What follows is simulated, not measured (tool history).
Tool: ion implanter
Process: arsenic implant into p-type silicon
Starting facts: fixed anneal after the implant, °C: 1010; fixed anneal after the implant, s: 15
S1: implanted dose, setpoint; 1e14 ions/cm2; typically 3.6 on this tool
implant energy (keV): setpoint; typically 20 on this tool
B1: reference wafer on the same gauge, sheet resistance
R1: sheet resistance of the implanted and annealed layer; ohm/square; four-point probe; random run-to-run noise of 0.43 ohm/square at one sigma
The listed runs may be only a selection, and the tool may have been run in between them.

run 1 hour=0 | S1=3.6 implant_energy_(keV)=20 | B1=259.06 | R1=282.87
run 2 hour=40.1 | S1=3.6 implant_energy_(keV)=20 | B1=259.06 | R1=283.14
-- hour=172.1 gauge calibrated
run 3 hour=227.3 | S1=3.6 implant_energy_(keV)=20 | B1=258.96 | R1=281.51
run 4 hour=272.9 | S1=3.6 implant_energy_(keV)=20 | B1=259.05 | R1=282.71
run 5 hour=297.4 | S1=3.6 implant_energy_(keV)=20 | B1=258.92 | R1=282.42
run 6 hour=359 | S1=3.6 implant_energy_(keV)=20 | B1=258.96 | R1=283
run 7 hour=400.6 | S1=3.6 implant_energy_(keV)=14.5 | B1=258.96 | R1=293.76
run 8 hour=435.8 | S1=3.6 implant_energy_(keV)=14.5 | B1=258.98 | R1=293.28
run 9 hour=488.5 | S1=3.6 implant_energy_(keV)=14.5 | B1=259.02 | R1=293.48
run 10 hour=524.6 | S1=3.6 implant_energy_(keV)=20 | B1=258.98 | R1=281.07
run 11 hour=595.3 | S1=4.39 implant_energy_(keV)=20 | B1=258.99 | R1=244.34
-- hour=643.8 extraction supply calibrated
run 12 hour=658.4 | S1=4.64 implant_energy_(keV)=24 | B1=259.11 | R1=228.04
run 13 hour=701.1 | S1=3.6 implant_energy_(keV)=20 | B1=258.88 | R1=282.72
-- hour=775.4 Faraday cup replaced and dose calibrated
run 14 hour=775.9 | S1=3.6 implant_energy_(keV)=22.5 | B1=259.03 | R1=281.29
run 15 hour=830.4 | S1=3 implant_energy_(keV)=23 | B1=259.14 | R1=320.71
run 16 hour=899.9 | S1=4.08 implant_energy_(keV)=14.5 | B1=258.98 | R1=270.11
-- hour=907.1 gauge calibrated
run 17 hour=929.4 | S1=4.01 implant_energy_(keV)=16 | B1=258.97 | R1=270.66
run 18 hour=997.6 | S1=3.12 implant_energy_(keV)=15 | B1=259.06 | R1=326.9
run 19 hour=1033.9 | S1=4.64 implant_energy_(keV)=24 | B1=258.92 | R1=229.42
run 20 hour=1083.5 | S1=4.56 implant_energy_(keV)=23 | B1=259.1 | R1=234.16
run 21 hour=1188.5 | S1=3.6 implant_energy_(keV)=14.5 | B1=258.89 | R1=294.14

4 ways to go on from here, each from the tool as it stands after run 21. What would each give?
run A hour=1188.9 | S1=3.6 implant_energy_(keV)=15.5 | B1=? | R1=?
run B hour=1188.9 | S1=3.92 implant_energy_(keV)=23 | B1=? | R1=?
run C hour=1188.9 | S1=4.03 implant_energy_(keV)=24 | B1=? | R1=?
run D hour=1188.9 | S1=4.62 implant_energy_(keV)=24.5 | B1=? | R1=?

run=A B1=259 R1=291.9
run=B B1=259 R1=260.58
run=C B1=259 R1=253.77
run=D B1=259 R1=228.64
Without the tool's hidden state the same runs would have given:
run=A R1=294.84
run=B R1=263.2
run=C R1=256.32
run=D R1=230.92
